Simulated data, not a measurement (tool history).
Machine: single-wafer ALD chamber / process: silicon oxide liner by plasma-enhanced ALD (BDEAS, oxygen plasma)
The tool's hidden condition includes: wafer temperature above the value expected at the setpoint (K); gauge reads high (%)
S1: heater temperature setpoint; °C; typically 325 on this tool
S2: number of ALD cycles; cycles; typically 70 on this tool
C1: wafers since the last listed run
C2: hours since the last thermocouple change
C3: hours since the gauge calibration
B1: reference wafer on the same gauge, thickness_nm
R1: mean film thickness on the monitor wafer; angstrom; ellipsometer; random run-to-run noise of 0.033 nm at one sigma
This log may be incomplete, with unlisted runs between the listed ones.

| run | day | S1 | S2 | C1 | C2 | C3 | B1 | R1 |
|---|---|---|---|---|---|---|---|---|
| 1 | 0.000 | 325 | 70 | 0 | 527.8 | 567.6 | 5.799 | 57.97 |
| 2 | 1.112 | 325 | 70 | 117 | 554.5 | 594.3 | 5.789 | 58.15 |
| 3 | 4.008 | 325 | 70 | 305 | 624.0 | 663.8 | 5.778 | 58.47 |
| 4 | 6.296 | 325 | 70 | 241 | 678.9 | 718.7 | 5.764 | 58.33 |
| 5 | 8.375 | 325 | 70 | 219 | 728.8 | 768.6 | 5.767 | 58.30 |
| 6 | 11.100 | 325 | 70 | 287 | 794.2 | 834.0 | 5.752 | 57.74 |
| 7 | 12.950 | 325 | 70 | 195 | 838.6 | 878.4 | 5.749 | 58.09 |
| 8 | 15.817 | 325 | 70 | 302 | 907.4 | 947.2 | 5.738 | 57.84 |
| 9 | 17.417 | 325 | 70 | 168 | 945.8 | 985.6 | 5.736 | 57.43 |
| 10 | 19.129 | 325 | 70 | 180 | 986.9 | 1026.7 | 5.716 | 57.87 |
| 11 | 21.729 | 325 | 70 | 274 | 1049.3 | 1089.1 | 5.728 | 57.28 |
| 12 | 24.725 | 325 | 62 | 315 | 1121.2 | 1161.0 | 5.734 | 50.80 |
| 13 | 26.292 | 325 | 62 | 165 | 1158.8 | 1198.6 | 5.722 | 50.79 |
| 14 | 28.871 | 325 | 70 | 272 | 1220.7 | 1260.5 | 5.708 | 57.25 |
| 15 | 30.329 | 325 | 70 | 153 | 1255.7 | 1295.5 | 5.724 | 57.20 |
| 16 | 31.417 | 325 | 70 | 114 | 1281.8 | 1321.6 | 5.733 | 57.34 |
| 17 | 33.225 | 325 | 70 | 190 | 1325.2 | 1365.0 | 5.723 | 57.25 |
| 18 | 34.271 | 325 | 70 | 110 | 1350.3 | 1390.1 | 5.711 | 57.53 |
|  | 36.712 | gauge calibrated |
| 19 | 37.442 | 338 | 70 | 334 | 1426.4 | 17.5 | 6.059 | 59.96 |
| 20 | 38.488 | 325 | 70 | 110 | 1451.5 | 42.6 | 6.049 | 60.63 |
|  | 39.954 | thermocouple changed; heater temperature recalibrated |
| 21 | 40.000 | 319 | 77 | 124 | 1.1 | 78.9 | 6.020 | 66.70 |

Run 22, settings as shown, results not yet in. Your forecast:
| 22 | 42.596 | 320 | 57 | 273 | 63.4 | 141.2 | ? | ? |

Run 22 yielded B1 5.986, R1 49.10 angstrom.
The same run, on a tool lacking any hidden state, would have yielded R1 49.62 angstrom.
